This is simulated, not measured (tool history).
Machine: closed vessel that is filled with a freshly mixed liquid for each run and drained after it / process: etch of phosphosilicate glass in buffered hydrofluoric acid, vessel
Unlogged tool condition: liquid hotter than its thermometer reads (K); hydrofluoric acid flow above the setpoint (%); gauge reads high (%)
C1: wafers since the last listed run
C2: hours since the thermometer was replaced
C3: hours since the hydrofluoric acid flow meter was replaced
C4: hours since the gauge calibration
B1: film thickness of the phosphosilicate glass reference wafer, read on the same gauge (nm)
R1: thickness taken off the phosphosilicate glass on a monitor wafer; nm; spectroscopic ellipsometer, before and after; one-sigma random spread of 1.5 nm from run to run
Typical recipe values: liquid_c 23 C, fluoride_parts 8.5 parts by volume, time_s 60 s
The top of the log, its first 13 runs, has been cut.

run 14 day=14.142 | liquid_c=19 fluoride_parts=8.5 time_s=80 | C1=1745 C2=164 C3=441.2 C4=187.1 | B1=50 | R1=204.97
run 15 day=15.358 | liquid_c=23 fluoride_parts=8.5 time_s=60 | C1=3015 C2=193.2 C3=470.4 C4=216.3 | B1=50 | R1=193.43
run 16 day=16.421 | liquid_c=24.5 fluoride_parts=12 time_s=75 | C1=2633 C2=218.7 C3=495.9 C4=241.8 | B1=50.02 | R1=193.54
run 17 day=16.933 | liquid_c=23 fluoride_parts=5.5 time_s=60 | C1=1270 C2=231 C3=508.2 C4=254.1 | B1=49.99 | R1=292.33
run 18 day=18.417 | liquid_c=23 fluoride_parts=11.5 time_s=60 | C1=3676 C2=266.6 C3=543.8 C4=289.7 | B1=49.99 | R1=148.18
run 19 day=19.65 | liquid_c=23 fluoride_parts=5.5 time_s=30 | C1=3056 C2=296.2 C3=573.4 C4=319.3 | B1=50 | R1=147.45
run 20 day=21.071 | liquid_c=27 fluoride_parts=8.5 time_s=60 | C1=3521 C2=330.3 C3=607.5 C4=353.4 | B1=50 | R1=242.99
-- day=22.783 hydrofluoric acid flow meter replaced
run 21 day=25.412 | liquid_c=23 fluoride_parts=6.5 time_s=60 | C1=10656 C2=434.5 C3=63.1 C4=457.6 | B1=49.99 | R1=255.66
run 22 day=28.712 | liquid_c=26 fluoride_parts=6 time_s=85 | C1=8178 C2=513.7 C3=142.3 C4=536.8 | B1=49.99 | R1=454.98
run 23 day=29.221 | liquid_c=27 fluoride_parts=9.5 time_s=60 | C1=1259 C2=525.9 C3=154.5 C4=549 | B1=49.99 | R1=215.91
run 24 day=29.8 | liquid_c=20.5 fluoride_parts=6.5 time_s=45 | C1=1435 C2=539.8 C3=168.4 C4=562.9 | B1=50 | R1=165.02
run 25 day=30.604 | liquid_c=23 fluoride_parts=5.5 time_s=70 | C1=1992 C2=559.1 C3=187.7 C4=582.2 | B1=49.99 | R1=338.66
run 26 day=31.842 | liquid_c=23 fluoride_parts=8.5 time_s=60 | C1=3066 C2=588.8 C3=217.4 C4=611.9 | B1=50.01 | R1=191.66
run 27 day=32.35 | liquid_c=23 fluoride_parts=8.5 time_s=30 | C1=1259 C2=601 C3=229.6 C4=624.1 | B1=49.98 | R1=95.79
run 28 day=33.283 | liquid_c=28 fluoride_parts=6.5 time_s=30 | C1=2313 C2=623.4 C3=252 C4=646.5 | B1=50.02 | R1=164.76
run 29 day=34.121 | liquid_c=23 fluoride_parts=5.5 time_s=70 | C1=2075 C2=643.5 C3=272.1 C4=666.6 | B1=50 | R1=341.52
run 30 day=35.479 | liquid_c=24.5 fluoride_parts=8.5 time_s=80 | C1=3366 C2=676.1 C3=304.7 C4=699.2 | B1=49.99 | R1=275.98
run 31 day=36.188 | liquid_c=23 fluoride_parts=8.5 time_s=60 | C1=1755 C2=693.1 C3=321.7 C4=716.2 | B1=50 | R1=193.55
run 32 day=37.225 | liquid_c=23 fluoride_parts=8.5 time_s=60 | C1=2571 C2=718 C3=346.6 C4=741.1 | B1=50.01 | R1=193.32

4 ways to go on from here, each from the tool as it stands after run 32. What would each give?
run A day=37.254 | liquid_c=23 fluoride_parts=8.5 time_s=60 | C1=72 C2=718.7 C3=347.3 C4=741.8 | B1=? | R1=?
run B day=37.254 | liquid_c=20 fluoride_parts=12 time_s=40 | C1=72 C2=718.7 C3=347.3 C4=741.8 | B1=? | R1=?
run C day=37.254 | liquid_c=26 fluoride_parts=11 time_s=85 | C1=72 C2=718.7 C3=347.3 C4=741.8 | B1=? | R1=?
run D day=37.254 | liquid_c=23 fluoride_parts=8.5 time_s=80 | C1=72 C2=718.7 C3=347.3 C4=741.8 | B1=? | R1=?

run=A B1=50 R1=193.26
run=B B1=50 R1=80.32
run=C B1=50 R1=258.34
run=D B1=50 R1=257.69
Without the tool's unlogged condition, the same runs would have read:
run=A R1=193.26
run=B R1=80.32
run=C R1=258.34
run=D R1=257.69
